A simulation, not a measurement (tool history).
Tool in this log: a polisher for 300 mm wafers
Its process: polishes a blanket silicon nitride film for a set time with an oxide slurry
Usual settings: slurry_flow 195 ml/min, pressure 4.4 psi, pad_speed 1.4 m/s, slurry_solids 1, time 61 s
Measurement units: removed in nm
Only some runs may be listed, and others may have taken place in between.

run,hour,slurry_flow,pressure,pad_speed,slurry_solids,time,"incoming thickness of the incoming film, nm",removed
1,0,195,4.4,1.4,1,61,388.5,45.6
# hour 60.3: head pressure recalibrated
2,69.7,195,4.4,1.56,1,61,382.9,48.6
# hour 104.2: conditioning disc replaced and pad reconditioned
# hour 108.9: slurry blender recalibrated
3,109.4,195,4.4,1.56,1,61,395.2,48.5
# hour 158.9: worn pad replaced by a new one, repeated, since the last time left the tool worse
4,160.2,195,4.4,1.4,1,61,390.2,52.6
5,263.7,195,4.4,1.4,1,61,395.9,52.7
6,319.8,240,4.4,1.4,1,61,391.5,53.9
7,369.4,195,4.4,1.4,1,61,391.2,52.5
# hour 398.2: slurry nozzle cleaned
8,470.5,195,4.4,1.4,1,61,394.4,50.8
9,556.7,160,4.4,1.4,1.1,72,388.4,59.8
# hour 576.4: conditioning disc replaced and pad reconditioned
# hour 579.2: slurry blender recalibrated
10,612.2,195,5.4,1.4,1,61,389.9,63
11,664,195,4.4,1.4,1,51,382.1,40.6
# hour 670: worn pad replaced by a new one
12,734.6,215,4.4,1.4,0.8,61,391,50.5
13,775.6,195,4.4,1.4,1,53,398.4,46
# hour 822.1: slurry nozzle cleaned
14,883.6,195,4.4,1.4,0.85,42,390.6,35.1
# hour 935.8: head pressure recalibrated
15,949,195,4.4,1.8,1,73,384.7,76.5
16,1011.5,245,3.9,1.4,1,61,391.1,47
# hour 1069.6: conditioning disc replaced and pad reconditioned
17,1070.1,195,4.4,1.4,1,61,386.1,50.8
# hour 1091.9: slurry blender recalibrated
# hour 1114: worn pad replaced by a new one
18,1169.6,245,3.9,1.4,1,61,386.8,49
19,1222.7,195,4.4,1.4,1,61,387.9,53
20,1274.8,195,4.4,1.4,1,61,395.5,52.1
# hour 1289.7: slurry nozzle cleaned
21,1370,195,2.9,1.4,1.15,61,393.6,35.8
22,1411.4,195,4.4,1.54,1,61,391.8,56.4
# hour 1470.8: conditioning disc replaced and pad reconditioned
23,1488.3,195,3.8,1.4,1,72,388.5,52.5
# hour 1515.5: slurry blender recalibrated
# hour 1529.1: worn pad replaced by a new one
24,1574.5,215,4.4,1.4,0.8,61,387.3,50.1
25,1650.4,250,5.3,1.88,1,61,390,81.3

Consider 4 possible next runs. They are alternatives, not a sequence: every one starts from the tool as it was left by run 25. What does each give?
A,1650.8,195,4.4,1.4,1,61,387.1,?
B,1650.8,170,4.4,1.4,1,61,387.1,?
C,1650.8,195,5.2,1.4,1,43,387.1,?
D,1650.8,195,4.4,1,1,41,387.1,?

run,removed
A,52.5
B,51.6
C,43.8
D,27
Without the tool's unlogged condition, the same runs would have read:
run,removed
A,53
B,52
C,44.2
D,27.2
